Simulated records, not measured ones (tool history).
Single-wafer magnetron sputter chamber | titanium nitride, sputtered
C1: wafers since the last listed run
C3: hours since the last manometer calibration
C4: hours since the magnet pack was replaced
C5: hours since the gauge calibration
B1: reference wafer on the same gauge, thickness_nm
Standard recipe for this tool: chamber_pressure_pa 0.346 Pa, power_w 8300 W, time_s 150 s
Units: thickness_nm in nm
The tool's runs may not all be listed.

run 1 hour=0 | chamber_pressure_pa=0.236 power_w=7500 time_s=150 | C1=0 wafers_on_the_sputter_target=6924 C3=988.9 C4=6921.2 C5=910.6 | B1=285.86 | thickness_nm=223.588
run 2 hour=28.2 | chamber_pressure_pa=0.346 power_w=8300 time_s=150 | C1=224 wafers_on_the_sputter_target=7149 C3=1017.1 C4=6949.4 C5=938.8 | B1=285.669 | thickness_nm=240.134
run 3 hour=42.9 | chamber_pressure_pa=0.346 power_w=8300 time_s=150 | C1=117 wafers_on_the_sputter_target=7266 C3=1031.8 C4=6964.1 C5=953.5 | B1=285.89 | thickness_nm=238.745
-- hour=72.1 sputter target and shields replaced
run 4 hour=72.6 | chamber_pressure_pa=0.346 power_w=8300 time_s=150 | C1=173 wafers_on_the_sputter_target=3 C3=1061.5 C4=6993.8 C5=983.2 | B1=285.551 | thickness_nm=237.37
run 5 hour=86.6 | chamber_pressure_pa=0.456 power_w=8300 time_s=150 | C1=111 wafers_on_the_sputter_target=115 C3=1075.5 C4=7007.8 C5=997.2 | B1=285.902 | thickness_nm=226.712
run 6 hour=105.3 | chamber_pressure_pa=0.456 power_w=8300 time_s=150 | C1=149 wafers_on_the_sputter_target=264 C3=1094.2 C4=7026.5 C5=1015.9 | B1=285.508 | thickness_nm=227.107
run 7 hour=139.9 | chamber_pressure_pa=0.346 power_w=8300 time_s=150 | C1=276 wafers_on_the_sputter_target=540 C3=1128.8 C4=7061.1 C5=1050.5 | B1=286.11 | thickness_nm=238.433
run 8 hour=158.1 | chamber_pressure_pa=0.346 power_w=8300 time_s=150 | C1=145 wafers_on_the_sputter_target=685 C3=1147 C4=7079.3 C5=1068.7 | B1=285.538 | thickness_nm=237.579
run 9 hour=183.9 | chamber_pressure_pa=0.346 power_w=8300 time_s=150 | C1=205 wafers_on_the_sputter_target=891 C3=1172.8 C4=7105.1 C5=1094.5 | B1=285.981 | thickness_nm=238.578
-- hour=253 capacitance manometer re-zeroed and calibrated
run 10 hour=270 | chamber_pressure_pa=0.346 power_w=8300 time_s=150 | C1=623 wafers_on_the_sputter_target=1514 C3=17 C4=7191.2 C5=1180.6 | B1=285.24 | thickness_nm=236.519
run 11 hour=298.7 | chamber_pressure_pa=0.346 power_w=8300 time_s=150 | C1=228 wafers_on_the_sputter_target=1743 C3=45.7 C4=7219.9 C5=1209.3 | B1=285.682 | thickness_nm=237.623
run 12 hour=344.5 | chamber_pressure_pa=0.281 power_w=6650 time_s=180 | C1=365 wafers_on_the_sputter_target=2109 C3=91.5 C4=7265.7 C5=1255.1 | B1=285.539 | thickness_nm=235.135
run 13 hour=369.6 | chamber_pressure_pa=0.268 power_w=9650 time_s=122 | C1=200 wafers_on_the_sputter_target=2309 C3=116.6 C4=7290.8 C5=1280.2 | B1=285.375 | thickness_nm=231.563
run 14 hour=381.9 | chamber_pressure_pa=0.48 power_w=6750 time_s=128 | C1=98 wafers_on_the_sputter_target=2407 C3=128.9 C4=7303.1 C5=1292.5 | B1=285.136 | thickness_nm=156.807
-- hour=404.3 gauge calibrated
run 15 hour=416.5 | chamber_pressure_pa=0.446 power_w=8300 time_s=173 | C1=276 wafers_on_the_sputter_target=2683 C3=163.5 C4=7337.7 C5=12.2 | B1=292.214 | thickness_nm=269.699
-- hour=432.1 magnet pack replaced
run 16 hour=441.5 | chamber_pressure_pa=0.286 power_w=9300 time_s=166 | C1=135 wafers_on_the_sputter_target=2819 C3=188.5 C4=9.4 C5=37.2 | B1=292.023 | thickness_nm=309.743
run 17 hour=453.6 | chamber_pressure_pa=0.25 power_w=8850 time_s=159 | C1=96 wafers_on_the_sputter_target=2915 C3=200.6 C4=21.5 C5=49.3 | B1=291.778 | thickness_nm=285.636
run 18 hour=478.5 | chamber_pressure_pa=0.346 power_w=8300 time_s=129 | C1=198 wafers_on_the_sputter_target=3114 C3=225.5 C4=46.4 C5=74.2 | B1=291.057 | thickness_nm=207.228
run 19 hour=498.7 | chamber_pressure_pa=0.286 power_w=7200 time_s=150 | C1=161 wafers_on_the_sputter_target=3275 C3=245.7 C4=66.6 C5=94.4 | B1=290.922 | thickness_nm=214.371
run 20 hour=528 | chamber_pressure_pa=0.346 power_w=8300 time_s=150 | C1=233 wafers_on_the_sputter_target=3509 C3=275 C4=95.9 C5=123.7 | B1=290.679 | thickness_nm=242.206
run 21 hour=549 | chamber_pressure_pa=0.346 power_w=10100 time_s=134 | C1=167 wafers_on_the_sputter_target=3677 C3=296 C4=116.9 C5=144.7 | B1=290.049 | thickness_nm=261.811
run 22 hour=583 | chamber_pressure_pa=0.457 power_w=8300 time_s=140 | C1=271 wafers_on_the_sputter_target=3948 C3=330 C4=150.9 C5=178.7 | B1=289.575 | thickness_nm=215.455

The next listed run, before its measurement:
run 23 hour=618.3 | chamber_pressure_pa=0.346 power_w=9750 time_s=150 | C1=281 wafers_on_the_sputter_target=4229 C3=365.3 C4=186.2 C5=214 | B1=? | thickness_nm=?

{"run 23": {"B1": 289.067, "thickness_nm": 282.678}}
Were there no unlogged condition in the tool, this run, its random variation unchanged, would have produced thickness_nm 286.544 nm.
